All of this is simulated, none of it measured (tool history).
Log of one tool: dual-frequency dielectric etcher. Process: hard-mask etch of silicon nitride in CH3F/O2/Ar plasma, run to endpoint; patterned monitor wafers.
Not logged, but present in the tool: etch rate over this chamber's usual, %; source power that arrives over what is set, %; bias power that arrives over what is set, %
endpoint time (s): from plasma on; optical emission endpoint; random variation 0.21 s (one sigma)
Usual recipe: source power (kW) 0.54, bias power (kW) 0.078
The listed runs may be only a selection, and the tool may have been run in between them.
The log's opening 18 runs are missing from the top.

run	day	source power (kW)	bias power (kW)	wafers since the last listed run	hours since the last wet clean	hours since the last source power generator calibration	hours since the last bias power generator calibration	hours since the last upper electrode change	incoming incoming film thickness, nm	endpoint time (s)
19	35.533	0.54	0.078	596	225.9	3186.8	3299.9	121.8	52.7	68.2
20	38.129	0.4	0.073	798	288.2	3249.1	3362.2	184.1	53	81.9
21	40.054	0.64	0.089	592	334.4	3295.3	3408.4	230.3	53.1	61.4
# day 41.15: source power generator calibrated
# day 43.162: wet clean of the chamber
22	43.183	0.54	0.078	603	0.5	48.8	3483.5	305.4	53.3	69.1
# day 43.992: bias power generator calibrated
23	45.346	0.54	0.084	614	52.4	100.7	32.5	357.3	53.5	68.4
24	48.179	0.47	0.091	871	120.4	168.7	100.5	425.3	53.5	71.6
25	50.621	0.65	0.073	751	179	227.3	159.1	483.9	52.7	64.5
26	53.008	0.54	0.078	734	236.3	284.6	216.4	541.2	53.1	70.1
27	54.821	0.62	0.078	557	279.8	328.1	259.9	584.7	52.8	65.4
# day 58.1: wet clean of the chamber
28	58.121	0.65	0.068	707	0.5	407.3	339.1	663.9	52.5	64.4
29	59.262	0.42	0.078	351	27.9	434.7	366.5	691.3	52.5	77.4
30	60.492	0.44	0.078	378	57.4	464.2	396	720.8	52.9	75.8
31	63.225	0.67	0.092	841	123	529.8	461.6	786.4	53.1	59.2
32	64.942	0.54	0.078	528	164.2	571	502.8	827.6	53.3	69.8
33	65.988	0.54	0.078	321	189.3	596.1	527.9	852.7	53.5	69.8
34	68.388	0.42	0.086	738	246.9	653.7	585.5	910.3	53.3	77.1
35	69.858	0.66	0.097	452	282.2	689	620.8	945.6	53	59.5
36	72.358	0.45	0.088	769	342.2	749	680.8	1005.6	52.8	74.1

3 ways to go on from here, each from the tool as it stands after run 36. What would each give?
A	72.375	0.54	0.061	5	342.6	749.4	681.2	1006	52.7	?
B	72.375	0.54	0.092	5	342.6	749.4	681.2	1006	52.7	?
C	72.375	0.64	0.078	5	342.6	749.4	681.2	1006	52.7	?

run	endpoint time (s)
A	74.6
B	66.7
C	64.5
What these runs would have given with no unlogged condition in the tool:
run	endpoint time (s)
A	73.9
B	66
C	63.8
